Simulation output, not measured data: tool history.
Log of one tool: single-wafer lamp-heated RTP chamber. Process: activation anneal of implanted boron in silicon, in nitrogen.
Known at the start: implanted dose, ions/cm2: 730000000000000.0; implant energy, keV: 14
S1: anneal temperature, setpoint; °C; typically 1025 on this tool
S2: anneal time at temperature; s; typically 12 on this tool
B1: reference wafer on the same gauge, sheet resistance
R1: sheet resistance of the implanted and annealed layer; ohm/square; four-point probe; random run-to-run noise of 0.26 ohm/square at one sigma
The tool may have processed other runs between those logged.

run,hour,S1,S2,B1,R1
1,0.0,1025,12,138.96,172.91
2,6.5,1025,12,138.93,173.26
3,12.8,1025,12,139.01,172.74
4,23.4,1025,12,139.02,172.93
5,31.2,1025,12,139.04,172.62
6,41.7,1025,12,139.02,172.59
7,55.0,1007,12,139.00,174.52
8,69.2,1007,12,138.98,174.39
# hour 79.5: pyrometer window cleaned and pyrometer calibrated
9,86.1,1025,12,138.98,173.70
10,102.6,1025,12,138.99,173.67
11,109.1,1025,12,139.02,173.72
12,125.9,1025,12,138.98,173.21
13,133.4,1025,8,139.00,173.46
14,142.5,1025,8,139.02,173.79
15,153.7,1025,12,139.04,172.91
16,162.5,1025,12,139.03,172.78
17,180.4,1025,12,139.02,173.40
18,191.5,1016,5,138.96,174.71
# hour 209.9: reflector plate cleaned
# hour 211.5: pyrometer window cleaned and pyrometer calibrated
19,212.0,1053,5,139.03,172.99
20,233.2,1025,12,138.98,173.63
21,246.9,1046,9,138.97,172.38
# hour 258.2: gauge calibrated
22,260.0,1025,5,138.95,174.33
23,271.0,996,5,139.00,181.12
24,278.4,1053,17,139.08,170.79
25,286.6,1006,14,139.04,175.21
26,298.1,1004,18,139.00,174.45
27,311.8,1003,10,138.99,175.66
28,327.4,998,6,138.94,177.75
# hour 336.2: pyrometer window cleaned and pyrometer calibrated
29,341.1,1000,8,139.02,180.03
30,350.8,1025,12,139.05,173.43
31,366.1,1047,18,139.00,171.02
32,379.7,1048,12,138.97,171.97
33,396.1,999,6,139.03,179.28
34,411.6,1025,12,138.96,172.44
35,421.3,1044,7,138.94,172.67
36,428.3,1025,17,138.93,172.29
37,439.0,1047,15,139.02,171.00
# hour 449.8: pyrometer window cleaned and pyrometer calibrated
38,450.3,1002,10,139.04,178.74

Consider 3 possible next runs. They are alternatives, not a sequence: every one starts from the tool as it was left by run 38. What does each give?
A,450.7,1025,14,?,?
B,450.7,1007,9,?,?
C,450.7,1041,16,?,?

run,B1,R1
A,139.03,173.74
B,139.03,177.87
C,139.03,172.17
Without the tool's unlogged condition, the same runs would have read:
run,R1
A,173.79
B,177.98
C,172.20

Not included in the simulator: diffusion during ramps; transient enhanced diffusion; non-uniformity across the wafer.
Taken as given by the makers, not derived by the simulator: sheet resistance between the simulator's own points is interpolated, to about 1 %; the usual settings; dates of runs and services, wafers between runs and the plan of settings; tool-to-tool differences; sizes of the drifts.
